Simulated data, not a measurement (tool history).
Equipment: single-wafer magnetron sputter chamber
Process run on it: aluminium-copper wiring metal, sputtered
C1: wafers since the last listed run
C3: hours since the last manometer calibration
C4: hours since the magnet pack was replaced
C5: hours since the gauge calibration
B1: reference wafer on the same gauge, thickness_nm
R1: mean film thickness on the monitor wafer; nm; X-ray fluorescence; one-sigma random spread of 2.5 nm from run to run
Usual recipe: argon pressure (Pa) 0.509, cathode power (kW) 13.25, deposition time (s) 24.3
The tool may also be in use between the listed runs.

{"run": 1, "hour": 0.0, "argon pressure (Pa)": 0.509, "cathode power (kW)": 13.25, "deposition time (s)": 25.7, "C1": 0, "wafers on the sputter target": 2417, "C3": 817.4, "C4": 9522.6, "C5": 196.4, "B1": 599.747, "R1": 586.152}
{"run": 2, "hour": 37.9, "argon pressure (Pa)": 0.509, "cathode power (kW)": 13.25, "deposition time (s)": 24.3, "C1": 580, "wafers on the sputter target": 2998, "C3": 855.3, "C4": 9560.5, "C5": 234.3, "B1": 601.017, "R1": 551.352}
{"run": 3, "hour": 112.6, "argon pressure (Pa)": 0.509, "cathode power (kW)": 13.25, "deposition time (s)": 24.3, "C1": 1145, "wafers on the sputter target": 4143, "C3": 930, "C4": 9635.2, "C5": 309, "B1": 601.668, "R1": 551.457}
{"hour": 168.0, "done": "sputter target and shields replaced"}
{"run": 4, "hour": 389.3, "argon pressure (Pa)": 0.509, "cathode power (kW)": 13.25, "deposition time (s)": 24.3, "C1": 4118, "wafers on the sputter target": 3391, "C3": 1206.7, "C4": 9911.9, "C5": 585.7, "B1": 600.773, "R1": 557.43}
{"run": 5, "hour": 455.1, "argon pressure (Pa)": 0.509, "cathode power (kW)": 14.65, "deposition time (s)": 24.3, "C1": 1008, "wafers on the sputter target": 4400, "C3": 1272.5, "C4": 9977.7, "C5": 651.5, "B1": 600.265, "R1": 616.875}
{"hour": 491.9, "done": "gauge calibrated"}
{"hour": 501.8, "done": "sputter target and shields replaced"}
{"run": 6, "hour": 502.3, "argon pressure (Pa)": 0.509, "cathode power (kW)": 14.65, "deposition time (s)": 24.3, "C1": 600, "wafers on the sputter target": 7, "C3": 1319.7, "C4": 10024.9, "C5": 10.4, "B1": 601.591, "R1": 650.749}
{"hour": 519.2, "done": "magnet pack replaced"}
{"run": 7, "hour": 591.9, "argon pressure (Pa)": 0.509, "cathode power (kW)": 14.65, "deposition time (s)": 24.3, "C1": 1250, "wafers on the sputter target": 1258, "C3": 1409.3, "C4": 72.7, "C5": 100, "B1": 601.624, "R1": 632.25}
{"run": 8, "hour": 640.5, "argon pressure (Pa)": 0.509, "cathode power (kW)": 13.25, "deposition time (s)": 24.3, "C1": 744, "wafers on the sputter target": 2003, "C3": 1457.9, "C4": 121.3, "C5": 148.6, "B1": 601.303, "R1": 565.74}
{"run": 9, "hour": 679.8, "argon pressure (Pa)": 0.387, "cathode power (kW)": 11.9, "deposition time (s)": 21.1, "C1": 602, "wafers on the sputter target": 2605, "C3": 1497.2, "C4": 160.6, "C5": 187.9, "B1": 600.869, "R1": 468.519}
{"run": 10, "hour": 755.2, "argon pressure (Pa)": 0.509, "cathode power (kW)": 11.35, "deposition time (s)": 24.3, "C1": 1155, "wafers on the sputter target": 3761, "C3": 1572.6, "C4": 236, "C5": 263.3, "B1": 601.326, "R1": 479.435}
{"hour": 826.4, "done": "sputter target and shields replaced"}
{"run": 11, "hour": 834.5, "argon pressure (Pa)": 0.509, "cathode power (kW)": 13.25, "deposition time (s)": 24.3, "C1": 1092, "wafers on the sputter target": 124, "C3": 1651.9, "C4": 315.3, "C5": 342.6, "B1": 601.836, "R1": 591.101}
{"run": 12, "hour": 918.8, "argon pressure (Pa)": 0.621, "cathode power (kW)": 15.75, "deposition time (s)": 21.7, "C1": 1292, "wafers on the sputter target": 1416, "C3": 1736.2, "C4": 399.6, "C5": 426.9, "B1": 601.712, "R1": 576.683}
{"hour": 963.0, "done": "capacitance manometer re-zeroed and calibrated"}
{"run": 13, "hour": 1008.8, "argon pressure (Pa)": 0.509, "cathode power (kW)": 10.4, "deposition time (s)": 24.3, "C1": 1256, "wafers on the sputter target": 2673, "C3": 45.8, "C4": 489.6, "C5": 516.9, "B1": 600.397, "R1": 425.6}
{"run": 14, "hour": 1110.5, "argon pressure (Pa)": 0.509, "cathode power (kW)": 13.25, "deposition time (s)": 24.3, "C1": 1558, "wafers on the sputter target": 4232, "C3": 147.5, "C4": 591.3, "C5": 618.6, "B1": 600.206, "R1": 541.572}
{"hour": 1131.1, "done": "gauge calibrated"}
{"hour": 1134.6, "done": "sputter target and shields replaced"}
{"run": 15, "hour": 1207.3, "argon pressure (Pa)": 0.509, "cathode power (kW)": 15.05, "deposition time (s)": 23.1, "C1": 1361, "wafers on the sputter target": 1114, "C3": 244.3, "C4": 688.1, "C5": 76.2, "B1": 601.818, "R1": 597.786}
{"run": 16, "hour": 1287.2, "argon pressure (Pa)": 0.509, "cathode power (kW)": 13.25, "deposition time (s)": 24.3, "C1": 1224, "wafers on the sputter target": 2339, "C3": 324.2, "C4": 768, "C5": 156.1, "B1": 600.248, "R1": 546.938}
{"run": 17, "hour": 1389.2, "argon pressure (Pa)": 0.621, "cathode power (kW)": 16.2, "deposition time (s)": 24.3, "C1": 1563, "wafers on the sputter target": 3902, "C3": 426.2, "C4": 870, "C5": 258.1, "B1": 600.868, "R1": 626.023}

Selected run-to-run steps in R1, each split into two signed amounts: the part the tool would show with no hidden state at all (from settings, incoming material and random variation), and the remainder, which goes to the hidden state together with any gauge scatter not common to the measured and the hidden-state-free results:
The tool's hidden condition here consists of: deposition rate above that of a new target (%); true argon pressure above the setpoint (%); gauge reads high (%).
Run 5 -> 6: gauge calibrated, sputter target and shields replaced. R1 +33.874 nm: hidden state +35.727, all else -1.853.
Run 12 -> 13: argon pressure (Pa) 0.621 -> 0.509, cathode power (kW) 15.75 -> 10.4, deposition time (s) 21.7 -> 24.3, capacitance manometer re-zeroed and calibrated. R1 -151.083 nm: hidden state -27.211, all else -123.872.

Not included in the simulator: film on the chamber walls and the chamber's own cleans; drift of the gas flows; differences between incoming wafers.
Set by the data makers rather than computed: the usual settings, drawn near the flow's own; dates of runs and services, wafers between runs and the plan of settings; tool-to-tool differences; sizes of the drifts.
